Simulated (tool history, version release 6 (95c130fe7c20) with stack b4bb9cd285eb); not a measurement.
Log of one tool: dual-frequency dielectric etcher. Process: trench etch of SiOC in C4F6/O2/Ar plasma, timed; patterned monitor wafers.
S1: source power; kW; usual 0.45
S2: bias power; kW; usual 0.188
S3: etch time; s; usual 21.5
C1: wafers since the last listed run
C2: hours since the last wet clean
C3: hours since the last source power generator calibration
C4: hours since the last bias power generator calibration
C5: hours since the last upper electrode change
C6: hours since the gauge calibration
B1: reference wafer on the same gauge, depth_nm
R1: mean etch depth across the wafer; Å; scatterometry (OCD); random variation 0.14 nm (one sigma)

run 1 hour=0 | S1=0.45 S2=0.188 S3=26 | C1=0 C2=284.6 C3=2532.8 C4=1699 C5=1938.6 C6=1114.3 | B1=43.58 | R1=557.2
run 2 hour=66 | S1=0.45 S2=0.188 S3=19 | C1=1220 C2=350.6 C3=2598.8 C4=1765 C5=2004.6 C6=1180.3 | B1=43.62 | R1=408.7
run 3 hour=98.1 | S1=0.45 S2=0.188 S3=21.5 | C1=593 C2=382.7 C3=2630.9 C4=1797.1 C5=2036.7 C6=1212.4 | B1=43.62 | R1=461.9
run 4 hour=166.6 | S1=0.45 S2=0.188 S3=21.5 | C1=1266 C2=451.2 C3=2699.4 C4=1865.6 C5=2105.2 C6=1280.9 | B1=43.61 | R1=462.7
run 5 hour=199.7 | S1=0.45 S2=0.188 S3=21.5 | C1=611 C2=484.3 C3=2732.5 C4=1898.7 C5=2138.3 C6=1314 | B1=43.65 | R1=460.7
run 6 hour=224.5 | S1=0.45 S2=0.188 S3=21.5 | C1=458 C2=509.1 C3=2757.3 C4=1923.5 C5=2163.1 C6=1338.8 | B1=43.6 | R1=461.6
run 7 hour=253.3 | S1=0.45 S2=0.188 S3=21.5 | C1=532 C2=537.9 C3=2786.1 C4=1952.3 C5=2191.9 C6=1367.6 | B1=43.61 | R1=460.5
-- hour=309.1 wet clean of the chamber
run 8 hour=309.6 | S1=0.45 S2=0.188 S3=21.5 | C1=597 C2=0.5 C3=2842.4 C4=2008.6 C5=2248.2 C6=1423.9 | B1=43.59 | R1=460.4
run 9 hour=347.1 | S1=0.45 S2=0.188 S3=21.5 | C1=693 C2=38 C3=2879.9 C4=2046.1 C5=2285.7 C6=1461.4 | B1=43.61 | R1=460.2
-- hour=367.3 bias power generator calibrated
-- hour=377.5 upper electrode replaced
run 10 hour=416.6 | S1=0.41 S2=0.188 S3=25.5 | C1=1023 C2=107.5 C3=2949.4 C4=49.3 C5=39.1 C6=1530.9 | B1=43.62 | R1=534.5
-- hour=454.4 source power generator calibrated
run 11 hour=454.9 | S1=0.41 S2=0.188 S3=25.5 | C1=634 C2=145.8 C3=0.5 C4=87.6 C5=77.4 C6=1569.2 | B1=43.62 | R1=534.2
run 12 hour=497.1 | S1=0.45 S2=0.188 S3=21.5 | C1=780 C2=188 C3=42.7 C4=129.8 C5=119.6 C6=1611.4 | B1=43.63 | R1=461.9
run 13 hour=609 | S1=0.45 S2=0.188 S3=21.5 | C1=2068 C2=299.9 C3=154.6 C4=241.7 C5=231.5 C6=1723.3 | B1=43.61 | R1=463
-- hour=627 gauge calibrated
run 14 hour=634.1 | S1=0.45 S2=0.188 S3=21.5 | C1=464 C2=325 C3=179.7 C4=266.8 C5=256.6 C6=7.1 | B1=43.59 | R1=460
run 15 hour=698.5 | S1=0.45 S2=0.153 S3=21.5 | C1=1190 C2=389.4 C3=244.1 C4=331.2 C5=321 C6=71.5 | B1=43.6 | R1=429.1
run 16 hour=765.7 | S1=0.45 S2=0.188 S3=21.5 | C1=1242 C2=456.6 C3=311.3 C4=398.4 C5=388.2 C6=138.7 | B1=43.62 | R1=462.6
run 17 hour=790.6 | S1=0.45 S2=0.188 S3=21.5 | C1=460 C2=481.5 C3=336.2 C4=423.3 C5=413.1 C6=163.6 | B1=43.6 | R1=460.4
-- hour=866 wet clean of the chamber
run 18 hour=866.5 | S1=0.45 S2=0.188 S3=21.5 | C1=959 C2=0.5 C3=412.1 C4=499.2 C5=489 C6=239.5 | B1=43.61 | R1=460.6
run 19 hour=914.8 | S1=0.36 S2=0.231 S3=25 | C1=892 C2=48.8 C3=460.4 C4=547.5 C5=537.3 C6=287.8 | B1=43.6 | R1=549.5
run 20 hour=966.6 | S1=0.37 S2=0.188 S3=18.5 | C1=957 C2=100.6 C3=512.2 C4=599.3 C5=589.1 C6=339.6 | B1=43.59 | R1=378.6
run 21 hour=1025.2 | S1=0.55 S2=0.188 S3=21.5 | C1=1083 C2=159.2 C3=570.8 C4=657.9 C5=647.7 C6=398.2 | B1=43.61 | R1=484.7
run 22 hour=1052.1 | S1=0.48 S2=0.221 S3=21.5 | C1=497 C2=186.1 C3=597.7 C4=684.8 C5=674.6 C6=425.1 | B1=43.6 | R1=496.8
run 23 hour=1080.2 | S1=0.45 S2=0.188 S3=15.5 | C1=519 C2=214.2 C3=625.8 C4=712.9 C5=702.7 C6=453.2 | B1=43.59 | R1=332.6
run 24 hour=1143 | S1=0.54 S2=0.16 S3=25.5 | C1=1161 C2=277 C3=688.6 C4=775.7 C5=765.5 C6=516 | B1=43.59 | R1=543.1
run 25 hour=1303.5 | S1=0.52 S2=0.188 S3=26.5 | C1=2967 C2=437.5 C3=849.1 C4=936.2 C5=926 C6=676.5 | B1=43.58 | R1=588
-- hour=1381.5 wet clean of the chamber
run 26 hour=1382 | S1=0.36 S2=0.227 S3=17.5 | C1=1007 C2=0.5 C3=927.6 C4=1014.7 C5=1004.5 C6=755 | B1=43.61 | R1=379.7
run 27 hour=1394.9 | S1=0.52 S2=0.188 S3=26.5 | C1=238 C2=13.4 C3=940.5 C4=1027.6 C5=1017.4 C6=767.9 | B1=43.6 | R1=589.3
run 28 hour=1463.5 | S1=0.45 S2=0.228 S3=26.5 | C1=1268 C2=82 C3=1009.1 C4=1096.2 C5=1086 C6=836.5 | B1=43.61 | R1=610.8
run 29 hour=1503.4 | S1=0.45 S2=0.188 S3=21.5 | C1=737 C2=121.9 C3=1049 C4=1136.1 C5=1125.9 C6=876.4 | B1=43.59 | R1=461.4
run 30 hour=1540.7 | S1=0.45 S2=0.188 S3=21.5 | C1=689 C2=159.2 C3=1086.3 C4=1173.4 C5=1163.2 C6=913.7 | B1=43.61 | R1=464.2

Hidden state at the last listed run before each entry between runs and at the first one after, where it differs:
Between runs 7 and 8: wet clean of the chamber (hour 309.1)
  no hidden state differs between the two runs
Between runs 9 and 10: bias power generator calibrated (hour 367.3); upper electrode replaced (hour 377.5)
  no hidden state differs between the two runs
Between runs 10 and 11: source power generator calibrated (hour 454.4)
  no hidden state differs between the two runs
Between runs 13 and 14: gauge calibrated (hour 627)
  no hidden state differs between the two runs
Between runs 17 and 18: wet clean of the chamber (hour 866)
  no hidden state differs between the two runs
Between runs 25 and 26: wet clean of the chamber (hour 1381.5)
  no hidden state differs between the two runs
